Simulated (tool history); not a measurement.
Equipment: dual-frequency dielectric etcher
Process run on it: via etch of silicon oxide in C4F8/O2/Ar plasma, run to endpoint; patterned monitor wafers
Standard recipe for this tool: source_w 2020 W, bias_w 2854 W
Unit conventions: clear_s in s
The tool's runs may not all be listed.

run,hour,source_w,bias_w,"incoming incoming film thickness, nm",clear_s
1,0.0,2340,2854,1145.6,187.4
2,55.7,2340,2854,1158.2,192.0
3,104.1,2340,2854,1167.2,191.3
4,135.8,1800,2550,1148.9,213.6
5,162.1,2120,3368,1159.2,189.2
# hour 200.8: wet clean of the chamber
6,228.5,2120,3368,1162.7,188.4
7,281.3,2120,3368,1161.6,188.6
8,319.4,2020,2399,1148.9,208.1
9,346.5,2020,2399,1159.2,209.8
10,384.5,2020,2854,1166.5,200.3
11,418.8,2020,2854,1163.0,201.6
# hour 450.8: upper electrode replaced
# hour 591.1: wet clean of the chamber
12,595.3,2020,2854,1143.9,197.4
# hour 651.9: source power generator calibrated
13,659.9,2020,2503,1151.4,206.1
14,694.8,2020,3133,1167.4,197.9
15,753.8,2020,2854,1152.0,198.8
16,810.3,1810,2854,1169.1,210.8
17,866.9,1790,2264,1154.0,220.7
18,938.5,2020,2854,1153.7,198.8
# hour 948.9: bias power generator calibrated
# hour 969.0: wet clean of the chamber
19,978.8,2020,2548,1155.3,206.0
20,1015.2,2020,2854,1148.2,197.0
21,1076.9,2160,2212,1168.3,210.3
22,1122.0,2020,2854,1154.6,200.5
23,1190.7,1590,3285,1162.0,210.5
24,1240.9,1650,3213,1157.0,207.8
# hour 1335.8: wet clean of the chamber
25,1400.0,1820,3067,1157.4,204.5

Hidden state, per run?
etch rate over this chamber's usual, %: 0 across all the runs
source power that arrives over what is set, %: 0 across all the runs
bias power that arrives over what is set, %: 0 across all the runs

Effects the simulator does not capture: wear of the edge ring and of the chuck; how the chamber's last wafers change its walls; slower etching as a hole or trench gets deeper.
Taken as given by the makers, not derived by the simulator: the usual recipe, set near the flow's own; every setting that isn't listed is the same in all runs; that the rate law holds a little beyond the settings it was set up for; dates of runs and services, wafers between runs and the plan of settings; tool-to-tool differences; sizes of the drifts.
